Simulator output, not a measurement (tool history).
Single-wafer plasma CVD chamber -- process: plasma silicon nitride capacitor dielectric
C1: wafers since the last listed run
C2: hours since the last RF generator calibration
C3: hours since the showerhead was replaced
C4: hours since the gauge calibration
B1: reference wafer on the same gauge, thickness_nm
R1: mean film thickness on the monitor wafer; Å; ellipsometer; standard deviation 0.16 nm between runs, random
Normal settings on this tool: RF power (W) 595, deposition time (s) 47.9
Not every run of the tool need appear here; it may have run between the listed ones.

{"run": 1, "hour": 0.0, "RF power (W)": 595, "deposition time (s)": 47.9, "C1": 0, "C2": 926.6, "C3": 5410.4, "C4": 2942.9, "B1": 89.515, "R1": 750.06}
{"run": 2, "hour": 103.8, "RF power (W)": 540, "deposition time (s)": 53.7, "C1": 2417, "C2": 1030.4, "C3": 5514.2, "C4": 3046.7, "B1": 89.522, "R1": 816.13}
{"run": 3, "hour": 204.2, "RF power (W)": 540, "deposition time (s)": 53.7, "C1": 2337, "C2": 1130.8, "C3": 5614.6, "C4": 3147.1, "B1": 89.415, "R1": 818.47}
{"run": 4, "hour": 284.0, "RF power (W)": 595, "deposition time (s)": 47.9, "C1": 1858, "C2": 1210.6, "C3": 5694.4, "C4": 3226.9, "B1": 89.514, "R1": 746.82}
{"run": 5, "hour": 338.7, "RF power (W)": 595, "deposition time (s)": 47.9, "C1": 1273, "C2": 1265.3, "C3": 5749.1, "C4": 3281.6, "B1": 89.421, "R1": 746.23}
{"run": 6, "hour": 382.9, "RF power (W)": 595, "deposition time (s)": 47.9, "C1": 1029, "C2": 1309.5, "C3": 5793.3, "C4": 3325.8, "B1": 89.5, "R1": 743.88}
{"run": 7, "hour": 432.6, "RF power (W)": 595, "deposition time (s)": 47.9, "C1": 1157, "C2": 1359.2, "C3": 5843.0, "C4": 3375.5, "B1": 89.445, "R1": 742.29}
{"run": 8, "hour": 675.6, "RF power (W)": 595, "deposition time (s)": 47.9, "C1": 5658, "C2": 1602.2, "C3": 6086.0, "C4": 3618.5, "B1": 89.562, "R1": 742.14}
{"hour": 744.2, "done": "RF generator calibrated"}
{"run": 9, "hour": 774.4, "RF power (W)": 595, "deposition time (s)": 47.9, "C1": 2114, "C2": 30.2, "C3": 6184.8, "C4": 3717.3, "B1": 89.502, "R1": 756.4}
{"run": 10, "hour": 817.2, "RF power (W)": 555, "deposition time (s)": 47.9, "C1": 996, "C2": 73.0, "C3": 6227.6, "C4": 3760.1, "B1": 89.541, "R1": 740.43}
{"hour": 843.6, "done": "showerhead replaced"}
{"run": 11, "hour": 906.5, "RF power (W)": 595, "deposition time (s)": 47.9, "C1": 1893, "C2": 162.3, "C3": 62.9, "C4": 3849.4, "B1": 89.505, "R1": 750.6}
{"run": 12, "hour": 996.1, "RF power (W)": 595, "deposition time (s)": 47.9, "C1": 2086, "C2": 251.9, "C3": 152.5, "C4": 3939.0, "B1": 89.425, "R1": 755.64}
{"run": 13, "hour": 1080.8, "RF power (W)": 595, "deposition time (s)": 47.9, "C1": 1972, "C2": 336.6, "C3": 237.2, "C4": 4023.7, "B1": 89.522, "R1": 748.78}
{"run": 14, "hour": 1180.1, "RF power (W)": 595, "deposition time (s)": 47.9, "C1": 2312, "C2": 435.9, "C3": 336.5, "C4": 4123.0, "B1": 89.574, "R1": 753.46}
{"run": 15, "hour": 1287.3, "RF power (W)": 565, "deposition time (s)": 45.0, "C1": 2496, "C2": 543.1, "C3": 443.7, "C4": 4230.2, "B1": 89.493, "R1": 698.89}
{"run": 16, "hour": 1343.3, "RF power (W)": 595, "deposition time (s)": 47.9, "C1": 1303, "C2": 599.1, "C3": 499.7, "C4": 4286.2, "B1": 89.573, "R1": 749.97}
{"run": 17, "hour": 1424.1, "RF power (W)": 595, "deposition time (s)": 47.9, "C1": 1881, "C2": 679.9, "C3": 580.5, "C4": 4367.0, "B1": 89.484, "R1": 750.13}
{"run": 18, "hour": 1506.8, "RF power (W)": 595, "deposition time (s)": 43.2, "C1": 1925, "C2": 762.6, "C3": 663.2, "C4": 4449.7, "B1": 89.516, "R1": 677.11}
{"run": 19, "hour": 1588.7, "RF power (W)": 595, "deposition time (s)": 47.9, "C1": 1907, "C2": 844.5, "C3": 745.1, "C4": 4531.6, "B1": 89.429, "R1": 749.66}
{"run": 20, "hour": 1635.6, "RF power (W)": 680, "deposition time (s)": 55.8, "C1": 1092, "C2": 891.4, "C3": 792.0, "C4": 4578.5, "B1": 89.489, "R1": 903.37}
{"run": 21, "hour": 1735.3, "RF power (W)": 655, "deposition time (s)": 39.8, "C1": 2321, "C2": 991.1, "C3": 891.7, "C4": 4678.2, "B1": 89.566, "R1": 637.37}
{"run": 22, "hour": 1830.9, "RF power (W)": 495, "deposition time (s)": 55.0, "C1": 2226, "C2": 1086.7, "C3": 987.3, "C4": 4773.8, "B1": 89.523, "R1": 821.86}
{"run": 23, "hour": 1918.4, "RF power (W)": 670, "deposition time (s)": 51.2, "C1": 2037, "C2": 1174.2, "C3": 1074.8, "C4": 4861.3, "B1": 89.408, "R1": 819.52}
{"hour": 1951.0, "done": "gauge calibrated"}
{"run": 24, "hour": 1970.2, "RF power (W)": 655, "deposition time (s)": 39.4, "C1": 1206, "C2": 1226.0, "C3": 1126.6, "C4": 19.2, "B1": 89.525, "R1": 626.48}
{"run": 25, "hour": 2026.5, "RF power (W)": 535, "deposition time (s)": 52.6, "C1": 1310, "C2": 1282.3, "C3": 1182.9, "C4": 75.5, "B1": 89.545, "R1": 802.11}
{"run": 26, "hour": 2119.0, "RF power (W)": 595, "deposition time (s)": 57.4, "C1": 2153, "C2": 1374.8, "C3": 1275.4, "C4": 168.0, "B1": 89.594, "R1": 891.63}
{"run": 27, "hour": 2155.9, "RF power (W)": 595, "deposition time (s)": 57.5, "C1": 859, "C2": 1411.7, "C3": 1312.3, "C4": 204.9, "B1": 89.544, "R1": 895.13}
{"run": 28, "hour": 2275.7, "RF power (W)": 665, "deposition time (s)": 38.4, "C1": 2789, "C2": 1531.5, "C3": 1432.1, "C4": 324.7, "B1": 89.493, "R1": 613.24}
{"run": 29, "hour": 2373.6, "RF power (W)": 595, "deposition time (s)": 47.9, "C1": 2279, "C2": 1629.4, "C3": 1530.0, "C4": 422.6, "B1": 89.534, "R1": 742.56}
{"run": 30, "hour": 2448.3, "RF power (W)": 595, "deposition time (s)": 47.9, "C1": 1739, "C2": 1704.1, "C3": 1604.7, "C4": 497.3, "B1": 89.424, "R1": 741.79}
{"hour": 2492.9, "done": "RF generator calibrated"}
{"run": 31, "hour": 2554.4, "RF power (W)": 595, "deposition time (s)": 47.9, "C1": 2284, "C2": 61.5, "C3": 1710.8, "C4": 603.4, "B1": 89.532, "R1": 753.59}
{"run": 32, "hour": 2650.2, "RF power (W)": 595, "deposition time (s)": 53.3, "C1": 2230, "C2": 157.3, "C3": 1806.6, "C4": 699.2, "B1": 89.552, "R1": 842.03}
{"run": 33, "hour": 2686.9, "RF power (W)": 710, "deposition time (s)": 40.5, "C1": 854, "C2": 194.0, "C3": 1843.3, "C4": 735.9, "B1": 89.501, "R1": 665.66}
{"run": 34, "hour": 2894.1, "RF power (W)": 520, "deposition time (s)": 44.6, "C1": 4824, "C2": 401.2, "C3": 2050.5, "C4": 943.1, "B1": 89.507, "R1": 677.78}
{"run": 35, "hour": 2959.6, "RF power (W)": 545, "deposition time (s)": 52.3, "C1": 1525, "C2": 466.7, "C3": 2116.0, "C4": 1008.6, "B1": 89.541, "R1": 804.4}
{"run": 36, "hour": 3043.2, "RF power (W)": 595, "deposition time (s)": 56.4, "C1": 1946, "C2": 550.3, "C3": 2199.6, "C4": 1092.2, "B1": 89.519, "R1": 884.74}
{"run": 37, "hour": 3142.5, "RF power (W)": 550, "deposition time (s)": 44.4, "C1": 2312, "C2": 649.6, "C3": 2298.9, "C4": 1191.5, "B1": 89.456, "R1": 684.17}
{"run": 38, "hour": 3233.3, "RF power (W)": 540, "deposition time (s)": 43.3, "C1": 2114, "C2": 740.4, "C3": 2389.7, "C4": 1282.3, "B1": 89.441, "R1": 662.31}
{"run": 39, "hour": 3275.0, "RF power (W)": 515, "deposition time (s)": 54.6, "C1": 970, "C2": 782.1, "C3": 2431.4, "C4": 1324.0, "B1": 89.469, "R1": 824.33}
{"run": 40, "hour": 3346.1, "RF power (W)": 525, "deposition time (s)": 55.7, "C1": 1655, "C2": 853.2, "C3": 2502.5, "C4": 1395.1, "B1": 89.545, "R1": 845.03}
{"run": 41, "hour": 3403.4, "RF power (W)": 595, "deposition time (s)": 47.9, "C1": 1334, "C2": 910.5, "C3": 2559.8, "C4": 1452.4, "B1": 89.468, "R1": 747.56}
{"run": 42, "hour": 3441.2, "RF power (W)": 495, "deposition time (s)": 40.4, "C1": 880, "C2": 948.3, "C3": 2597.6, "C4": 1490.2, "B1": 89.463, "R1": 605.69}
{"run": 43, "hour": 3518.4, "RF power (W)": 490, "deposition time (s)": 47.9, "C1": 1797, "C2": 1025.5, "C3": 2674.8, "C4": 1567.4, "B1": 89.494, "R1": 717.55}

For some of the steps in R1 from one run to the next: how much would appear even if the tool had no hidden state, given the settings, what came in and random variation, and how much remains for the hidden state plus any gauge scatter that the measured result and the result without hidden state don't share?
Hidden state at play: delivered RF power above the setpoint (%); gauge reads high (%).
Run 8 -> 9: RF generator calibrated. R1 +14.26 Å: hidden state +12.04, all else +2.22.
Run 20 -> 21: RF power (W) 680 -> 655, deposition time (s) 55.8 -> 39.8. R1 -266.00 Å: hidden state +1.82, all else -267.82.
Run 27 -> 28: RF power (W) 595 -> 665, deposition time (s) 57.5 -> 38.4. R1 -281.89 Å: hidden state +3.36, all else -285.25.
Run 30 -> 31: RF generator calibrated. R1 +11.80 Å: hidden state +12.18, all else -0.38.
Run 36 -> 37: RF power (W) 595 -> 550, deposition time (s) 56.4 -> 44.4. R1 -200.57 Å: hidden state +0.55, all else -201.12.
